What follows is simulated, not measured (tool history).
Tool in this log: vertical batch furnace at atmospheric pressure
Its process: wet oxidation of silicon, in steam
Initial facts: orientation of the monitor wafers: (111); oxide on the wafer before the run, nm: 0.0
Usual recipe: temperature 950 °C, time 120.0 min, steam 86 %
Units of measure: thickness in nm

run	hour	temperature	time	steam	wafers since the last listed run	hours since the last temperature calibration	hours since the steam generator was serviced	hours since the gauge calibration	read-back reference wafer on the same gauge, thickness	thickness
1	0.0	930	120.0	86	0	2334.9	2192.0	923.8	480.10	442.33
2	13.2	950	120.0	93	188	2348.1	2205.2	937.0	480.30	528.57
3	38.0	950	120.0	93	354	2372.9	2230.0	961.8	480.30	531.99
4	65.7	950	120.0	86	395	2400.6	2257.7	989.5	479.98	505.92
5	83.2	950	120.0	86	249	2418.1	2275.2	1007.0	480.22	507.25
6	99.5	950	120.0	86	232	2434.4	2291.5	1023.3	480.04	507.12
7	114.5	964	120.0	86	214	2449.4	2306.5	1038.3	480.00	551.73
8	129.4	950	97.5	86	212	2464.3	2321.4	1053.2	480.30	442.70
# hour 150.7: gauge calibrated
9	160.5	950	86.5	86	444	2495.4	2352.5	9.8	479.98	408.72
10	193.3	950	86.5	86	468	2528.2	2385.3	42.6	479.93	406.00
11	226.3	950	120.0	86	471	2561.2	2418.3	75.6	480.27	506.25
12	276.2	950	120.0	86	712	2611.1	2468.2	125.5	479.88	507.98
13	300.3	950	120.0	80	344	2635.2	2492.3	149.6	479.81	484.48
14	321.6	950	86.5	86	304	2656.5	2513.6	170.9	479.90	409.53
15	339.5	927	100.0	89	255	2674.4	2531.5	188.8	480.39	392.82
16	362.1	964	120.0	77	322	2697.0	2554.1	211.4	479.77	517.60
17	385.4	950	120.0	90	332	2720.3	2577.4	234.7	480.00	520.57
18	398.3	950	120.0	86	184	2733.2	2590.3	247.6	480.09	507.94
19	415.4	950	164.5	86	244	2750.3	2607.4	264.7	480.02	620.88
# hour 447.4: steam generator serviced
20	447.9	950	65.5	86	121	2782.8	0.5	297.2	480.26	350.97
21	454.7	964	166.0	92	97	2789.6	7.3	304.0	480.38	725.82
22	467.3	950	120.0	86	179	2802.2	19.9	316.6	480.12	524.18
23	488.9	930	120.0	86	308	2823.8	41.5	338.2	480.05	457.21
24	543.1	959	95.5	86	773	2878.0	95.7	392.4	480.18	479.24
# hour 570.4: thermocouples replaced and temperature profile calibrated
25	578.0	942	164.5	92	155	7.6	130.6	427.3	479.73	613.74
26	606.0	950	120.0	86	399	35.6	158.6	455.3	480.01	500.95
27	633.9	950	120.0	86	398	63.5	186.5	483.2	479.80	504.38
28	651.9	930	120.0	86	256	81.5	204.5	501.2	480.03	436.96
29	665.1	964	137.5	80	188	94.7	217.7	514.4	479.92	570.86
30	687.0	950	120.0	86	312	116.6	239.6	536.3	480.24	500.86
31	713.8	933	120.0	86	382	143.4	266.4	563.1	480.06	446.53
32	734.0	972	66.5	81	288	163.6	286.6	583.3	480.09	379.68
33	748.2	971	81.5	76	202	177.8	300.8	597.5	480.32	411.40
34	776.4	960	86.5	82	402	206.0	329.0	625.7	480.08	420.58
35	794.5	950	120.0	91	258	224.1	347.1	643.8	480.23	520.72
36	823.5	927	174.5	75	414	253.1	376.1	672.8	479.71	502.42
37	844.3	950	120.0	86	296	273.9	396.9	693.6	480.16	500.78

Below are 5 alternative next runs, each starting from the tool's condition after run 37. Predict each:
A	850.4	950	120.0	77	87	280.0	403.0	699.7	?	?
B	850.4	950	165.0	93	87	280.0	403.0	699.7	?	?
C	850.4	935	164.5	92	87	280.0	403.0	699.7	?	?
D	850.4	950	120.0	79	87	280.0	403.0	699.7	?	?
E	850.4	962	120.0	96	87	280.0	403.0	699.7	?	?

run	read-back reference wafer on the same gauge, thickness	thickness
A	479.99	465.79
B	479.99	645.42
C	479.99	583.14
D	479.99	473.73
E	479.99	579.51
The same runs, with their run-to-run variation unchanged, on a tool lacking any hidden condition would have given:
run	thickness
A	470.26
B	651.53
C	588.81
D	478.28
E	585.01

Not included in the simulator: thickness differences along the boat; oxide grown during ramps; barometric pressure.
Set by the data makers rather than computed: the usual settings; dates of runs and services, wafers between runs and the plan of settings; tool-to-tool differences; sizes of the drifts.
